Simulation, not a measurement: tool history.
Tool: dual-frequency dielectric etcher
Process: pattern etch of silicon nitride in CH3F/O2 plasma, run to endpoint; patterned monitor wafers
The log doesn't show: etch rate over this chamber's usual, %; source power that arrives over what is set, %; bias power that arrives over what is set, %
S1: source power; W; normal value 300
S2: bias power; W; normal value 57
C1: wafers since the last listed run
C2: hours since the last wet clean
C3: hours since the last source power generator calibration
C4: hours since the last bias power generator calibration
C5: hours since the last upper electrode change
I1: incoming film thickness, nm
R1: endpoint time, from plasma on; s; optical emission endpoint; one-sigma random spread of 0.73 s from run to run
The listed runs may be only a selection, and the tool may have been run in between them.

{"run": 1, "hour": 0.0, "S1": 320, "S2": 57, "C1": 0, "C2": 245, "C3": 1525.2, "C4": 3326.6, "C5": 2899.8, "I1": 83.1, "R1": 110.3}
{"run": 2, "hour": 52.9, "S1": 300, "S2": 51, "C1": 435, "C2": 297.9, "C3": 1578.1, "C4": 3379.5, "C5": 2952.7, "I1": 83.8, "R1": 120.5}
{"run": 3, "hour": 79.0, "S1": 300, "S2": 51, "C1": 215, "C2": 324, "C3": 1604.2, "C4": 3405.6, "C5": 2978.8, "I1": 83.5, "R1": 121.1}
{"run": 4, "hour": 129.4, "S1": 340, "S2": 50, "C1": 415, "C2": 374.4, "C3": 1654.6, "C4": 3456, "C5": 3029.2, "I1": 83.5, "R1": 116.4}
{"run": 5, "hour": 180.4, "S1": 340, "S2": 50, "C1": 420, "C2": 425.4, "C3": 1705.6, "C4": 3507, "C5": 3080.2, "I1": 83.5, "R1": 116}
{"hour": 204.4, "done": "bias power generator calibrated"}
{"run": 6, "hour": 222.5, "S1": 340, "S2": 50, "C1": 314, "C2": 467.5, "C3": 1747.7, "C4": 18.1, "C5": 3122.3, "I1": 84.1, "R1": 117.4}
{"run": 7, "hour": 291.8, "S1": 300, "S2": 47, "C1": 571, "C2": 536.8, "C3": 1817, "C4": 87.4, "C5": 3191.6, "I1": 83.4, "R1": 128.3}
{"hour": 351.5, "done": "wet clean of the chamber"}
{"run": 8, "hour": 352.0, "S1": 330, "S2": 57, "C1": 298, "C2": 0.5, "C3": 1877.2, "C4": 147.6, "C5": 3251.8, "I1": 83.7, "R1": 109.6}
{"hour": 385.1, "done": "upper electrode replaced"}
{"run": 9, "hour": 385.6, "S1": 270, "S2": 64, "C1": 79, "C2": 34.1, "C3": 1910.8, "C4": 181.2, "C5": 0.5, "I1": 82.9, "R1": 110.1}
{"run": 10, "hour": 448.1, "S1": 300, "S2": 57, "C1": 515, "C2": 96.6, "C3": 1973.3, "C4": 243.7, "C5": 63, "I1": 83.5, "R1": 114.4}
{"run": 11, "hour": 502.2, "S1": 330, "S2": 67, "C1": 445, "C2": 150.7, "C3": 2027.4, "C4": 297.8, "C5": 117.1, "I1": 82.8, "R1": 99.9}
{"run": 12, "hour": 570.4, "S1": 340, "S2": 50, "C1": 562, "C2": 218.9, "C3": 2095.6, "C4": 366, "C5": 185.3, "I1": 83.9, "R1": 117.6}
{"run": 13, "hour": 605.9, "S1": 270, "S2": 57, "C1": 292, "C2": 254.4, "C3": 2131.1, "C4": 401.5, "C5": 220.8, "I1": 82.3, "R1": 118.5}
{"run": 14, "hour": 643.3, "S1": 250, "S2": 46, "C1": 308, "C2": 291.8, "C3": 2168.5, "C4": 438.9, "C5": 258.2, "I1": 83.7, "R1": 138.4}
{"run": 15, "hour": 762.0, "S1": 300, "S2": 57, "C1": 978, "C2": 410.5, "C3": 2287.2, "C4": 557.6, "C5": 376.9, "I1": 82.8, "R1": 115.9}
{"run": 16, "hour": 796.3, "S1": 230, "S2": 57, "C1": 282, "C2": 444.8, "C3": 2321.5, "C4": 591.9, "C5": 411.2, "I1": 83.4, "R1": 130.2}
{"run": 17, "hour": 860.3, "S1": 240, "S2": 62, "C1": 527, "C2": 508.8, "C3": 2385.5, "C4": 655.9, "C5": 475.2, "I1": 84, "R1": 124.3}
{"hour": 902.8, "done": "wet clean of the chamber"}
{"run": 18, "hour": 917.5, "S1": 300, "S2": 57, "C1": 273, "C2": 14.7, "C3": 2442.7, "C4": 713.1, "C5": 532.4, "I1": 82.8, "R1": 112.8}
{"run": 19, "hour": 985.5, "S1": 300, "S2": 57, "C1": 560, "C2": 82.7, "C3": 2510.7, "C4": 781.1, "C5": 600.4, "I1": 82.3, "R1": 113.1}
{"run": 20, "hour": 1052.2, "S1": 340, "S2": 50, "C1": 549, "C2": 149.4, "C3": 2577.4, "C4": 847.8, "C5": 667.1, "I1": 83.3, "R1": 116.3}
{"run": 21, "hour": 1123.0, "S1": 280, "S2": 63, "C1": 583, "C2": 220.2, "C3": 2648.2, "C4": 918.6, "C5": 737.9, "I1": 83.9, "R1": 113}
{"run": 22, "hour": 1160.4, "S1": 340, "S2": 57, "C1": 308, "C2": 257.6, "C3": 2685.6, "C4": 956, "C5": 775.3, "I1": 82.6, "R1": 108.4}
{"run": 23, "hour": 1210.8, "S1": 250, "S2": 57, "C1": 415, "C2": 308, "C3": 2736, "C4": 1006.4, "C5": 825.7, "I1": 84.7, "R1": 127.2}
{"hour": 1244.2, "done": "source power generator calibrated"}
{"run": 24, "hour": 1260.7, "S1": 300, "S2": 52, "C1": 378, "C2": 357.9, "C3": 16.5, "C4": 1056.3, "C5": 875.6, "I1": 83.5, "R1": 121.5}
{"run": 25, "hour": 1328.2, "S1": 330, "S2": 51, "C1": 556, "C2": 425.4, "C3": 84, "C4": 1123.8, "C5": 943.1, "I1": 83.7, "R1": 119.1}
{"run": 26, "hour": 1362.4, "S1": 340, "S2": 49, "C1": 281, "C2": 459.6, "C3": 118.2, "C4": 1158, "C5": 977.3, "I1": 83.8, "R1": 119}
{"run": 27, "hour": 1425.7, "S1": 370, "S2": 45, "C1": 521, "C2": 522.9, "C3": 181.5, "C4": 1221.3, "C5": 1040.6, "I1": 82.3, "R1": 119.5}
{"hour": 1454.6, "done": "wet clean of the chamber"}
{"run": 28, "hour": 1485.3, "S1": 260, "S2": 43, "C1": 293, "C2": 30.7, "C3": 241.1, "C4": 1280.9, "C5": 1100.2, "I1": 83.8, "R1": 138.6}
{"run": 29, "hour": 1550.9, "S1": 270, "S2": 71, "C1": 540, "C2": 96.3, "C3": 306.7, "C4": 1346.5, "C5": 1165.8, "I1": 82.9, "R1": 105.7}
{"run": 30, "hour": 1619.2, "S1": 270, "S2": 66, "C1": 562, "C2": 164.6, "C3": 375, "C4": 1414.8, "C5": 1234.1, "I1": 83.2, "R1": 109.6}
{"run": 31, "hour": 1669.4, "S1": 300, "S2": 57, "C1": 413, "C2": 214.8, "C3": 425.2, "C4": 1465, "C5": 1284.3, "I1": 83.5, "R1": 114.2}
{"run": 32, "hour": 1696.3, "S1": 300, "S2": 64, "C1": 221, "C2": 241.7, "C3": 452.1, "C4": 1491.9, "C5": 1311.2, "I1": 83.5, "R1": 107.8}
{"run": 33, "hour": 1767.2, "S1": 300, "S2": 57, "C1": 584, "C2": 312.6, "C3": 523, "C4": 1562.8, "C5": 1382.1, "I1": 83.8, "R1": 114.7}
{"run": 34, "hour": 1822.7, "S1": 370, "S2": 47, "C1": 457, "C2": 368.1, "C3": 578.5, "C4": 1618.3, "C5": 1437.6, "I1": 83.7, "R1": 116.5}

What differs in the tool's unlogged condition from the final listed run ahead of each entry between runs to the first listed run following it?
Logged between run 5 and run 6: bias power generator calibrated (hour 204.4)
  etch rate over this chamber's usual, %: -1.98 -> -2.2
  measured result minus the result with no hidden state, R1: +2.3 -> +2.6 s
Logged between run 7 and run 8: wet clean of the chamber (hour 351.5)
  etch rate over this chamber's usual, %: -2.58 -> -0.603
  measured result minus the result with no hidden state, R1: +3.3 -> +0.7 s
Logged between run 8 and run 9: upper electrode replaced (hour 385.1)
  etch rate over this chamber's usual, %: -0.603 -> -0.785
  measured result minus the result with no hidden state, R1: +0.7 -> +0.9 s
Logged between run 17 and run 18: wet clean of the chamber (hour 902.8)
  etch rate over this chamber's usual, %: -3.36 -> -0.676
  measured result minus the result with no hidden state, R1: +4.2 -> +0.8 s
Logged between run 23 and run 24: source power generator calibrated (hour 1244.2)
  etch rate over this chamber's usual, %: -2.27 -> -2.54
  measured result minus the result with no hidden state, R1: +2.9 -> +3.1 s
Logged between run 27 and run 28: wet clean of the chamber (hour 1454.6)
  etch rate over this chamber's usual, %: -3.43 -> -0.205
  measured result minus the result with no hidden state, R1: +4.1 -> +0.3 s
